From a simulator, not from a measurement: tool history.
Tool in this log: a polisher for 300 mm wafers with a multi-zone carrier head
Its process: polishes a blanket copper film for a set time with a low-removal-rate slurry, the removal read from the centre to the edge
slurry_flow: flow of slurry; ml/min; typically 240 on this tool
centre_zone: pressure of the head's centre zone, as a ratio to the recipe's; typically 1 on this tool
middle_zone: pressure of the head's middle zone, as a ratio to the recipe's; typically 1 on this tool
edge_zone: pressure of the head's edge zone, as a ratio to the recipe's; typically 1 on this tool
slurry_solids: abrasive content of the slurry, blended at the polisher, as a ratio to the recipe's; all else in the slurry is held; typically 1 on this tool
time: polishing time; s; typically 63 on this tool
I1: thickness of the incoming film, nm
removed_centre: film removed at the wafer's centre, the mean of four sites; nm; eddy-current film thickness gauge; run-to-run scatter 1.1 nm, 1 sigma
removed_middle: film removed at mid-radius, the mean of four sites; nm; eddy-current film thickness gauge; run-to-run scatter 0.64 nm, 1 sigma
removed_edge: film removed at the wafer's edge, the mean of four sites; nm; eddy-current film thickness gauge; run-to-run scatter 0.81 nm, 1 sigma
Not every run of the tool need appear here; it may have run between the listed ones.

{"run": 1, "hour": 0.0, "slurry_flow": 240, "centre_zone": 1, "middle_zone": 1, "edge_zone": 0.91, "slurry_solids": 1, "time": 63, "I1": 1086.2, "removed_centre": 95.4, "removed_middle": 98.8, "removed_edge": 96.5}
{"hour": 14.1, "done": "worn pad replaced by a new one"}
{"run": 2, "hour": 104.1, "slurry_flow": 240, "centre_zone": 1, "middle_zone": 1, "edge_zone": 1, "slurry_solids": 1, "time": 63, "I1": 1089.5, "removed_centre": 94.2, "removed_middle": 99.6, "removed_edge": 101.4}
{"run": 3, "hour": 169.3, "slurry_flow": 240, "centre_zone": 1, "middle_zone": 1, "edge_zone": 1, "slurry_solids": 1, "time": 63, "I1": 1084.4, "removed_centre": 95.6, "removed_middle": 97.9, "removed_edge": 100.4}
{"run": 4, "hour": 267.4, "slurry_flow": 240, "centre_zone": 1, "middle_zone": 1, "edge_zone": 1, "slurry_solids": 1, "time": 63, "I1": 1077.4, "removed_centre": 94.6, "removed_middle": 98.6, "removed_edge": 100.1}
{"run": 5, "hour": 304.9, "slurry_flow": 215, "centre_zone": 1, "middle_zone": 1, "edge_zone": 1, "slurry_solids": 1, "time": 70, "I1": 1087.3, "removed_centre": 100, "removed_middle": 107.5, "removed_edge": 110}
{"hour": 314.1, "done": "slurry nozzle cleaned"}
{"run": 6, "hour": 403.3, "slurry_flow": 240, "centre_zone": 1.09, "middle_zone": 1, "edge_zone": 1, "slurry_solids": 1, "time": 42, "I1": 1089.5, "removed_centre": 71.5, "removed_middle": 68.3, "removed_edge": 68.2}
{"hour": 415.1, "done": "centre zone pressure recalibrated"}
{"run": 7, "hour": 439.9, "slurry_flow": 240, "centre_zone": 1, "middle_zone": 1.04, "edge_zone": 0.92, "slurry_solids": 1, "time": 63, "I1": 1066.2, "removed_centre": 96.4, "removed_middle": 105.2, "removed_edge": 100.4}
{"run": 8, "hour": 488.0, "slurry_flow": 240, "centre_zone": 1, "middle_zone": 1, "edge_zone": 1, "slurry_solids": 1, "time": 63, "I1": 1068.7, "removed_centre": 97.4, "removed_middle": 100.7, "removed_edge": 102.7}
{"hour": 527.1, "done": "worn pad replaced by a new one"}
{"run": 9, "hour": 561.2, "slurry_flow": 240, "centre_zone": 1, "middle_zone": 1.03, "edge_zone": 1, "slurry_solids": 1, "time": 63, "I1": 1084.5, "removed_centre": 96.7, "removed_middle": 102.7, "removed_edge": 101.8}
{"run": 10, "hour": 616.8, "slurry_flow": 295, "centre_zone": 1, "middle_zone": 0.89, "edge_zone": 1, "slurry_solids": 1, "time": 46, "I1": 1088.3, "removed_centre": 73.3, "removed_middle": 68.3, "removed_edge": 76.6}
{"run": 11, "hour": 690.7, "slurry_flow": 240, "centre_zone": 0.92, "middle_zone": 1, "edge_zone": 1, "slurry_solids": 0.9, "time": 63, "I1": 1083.4, "removed_centre": 85.5, "removed_middle": 97, "removed_edge": 98}
{"run": 12, "hour": 759.1, "slurry_flow": 240, "centre_zone": 1, "middle_zone": 1, "edge_zone": 1, "slurry_solids": 1, "time": 63, "I1": 1061.9, "removed_centre": 94.4, "removed_middle": 97.7, "removed_edge": 101.5}
{"hour": 766.0, "done": "slurry nozzle cleaned"}
{"run": 13, "hour": 848.1, "slurry_flow": 240, "centre_zone": 1, "middle_zone": 0.95, "edge_zone": 0.92, "slurry_solids": 0.9, "time": 75, "I1": 1071.7, "removed_centre": 116.1, "removed_middle": 113.7, "removed_edge": 117}
{"hour": 893.7, "done": "centre zone pressure recalibrated"}
{"run": 14, "hour": 924.9, "slurry_flow": 320, "centre_zone": 1.07, "middle_zone": 1, "edge_zone": 1, "slurry_solids": 1, "time": 63, "I1": 1064, "removed_centre": 107.2, "removed_middle": 104.7, "removed_edge": 105.7}
{"run": 15, "hour": 977.0, "slurry_flow": 240, "centre_zone": 1, "middle_zone": 1.05, "edge_zone": 1, "slurry_solids": 1.15, "time": 63, "I1": 1068.9, "removed_centre": 99.8, "removed_middle": 107.1, "removed_edge": 104.7}
{"hour": 1038.0, "done": "worn pad replaced by a new one"}
{"run": 16, "hour": 1053.3, "slurry_flow": 240, "centre_zone": 1, "middle_zone": 1, "edge_zone": 1, "slurry_solids": 1, "time": 43, "I1": 1071.3, "removed_centre": 65.1, "removed_middle": 67.5, "removed_edge": 69.4}

Estimate the outcome of run 17 from the log above:
{"run": 17, "hour": 1156.5, "slurry_flow": 240, "centre_zone": 1, "middle_zone": 1, "edge_zone": 1, "slurry_solids": 1, "time": 63, "I1": 1069.9, "removed_centre": "?", "removed_middle": "?", "removed_edge": "?"}

Run 17 measured removed_centre 94 nm, removed_middle 98.8 nm, removed_edge 99.8 nm.
Take away the tool's hidden state, keep the run-to-run variation as it was, and the same run would have given removed_centre 101.2 nm, removed_middle 105.5 nm, removed_edge 104.8 nm.
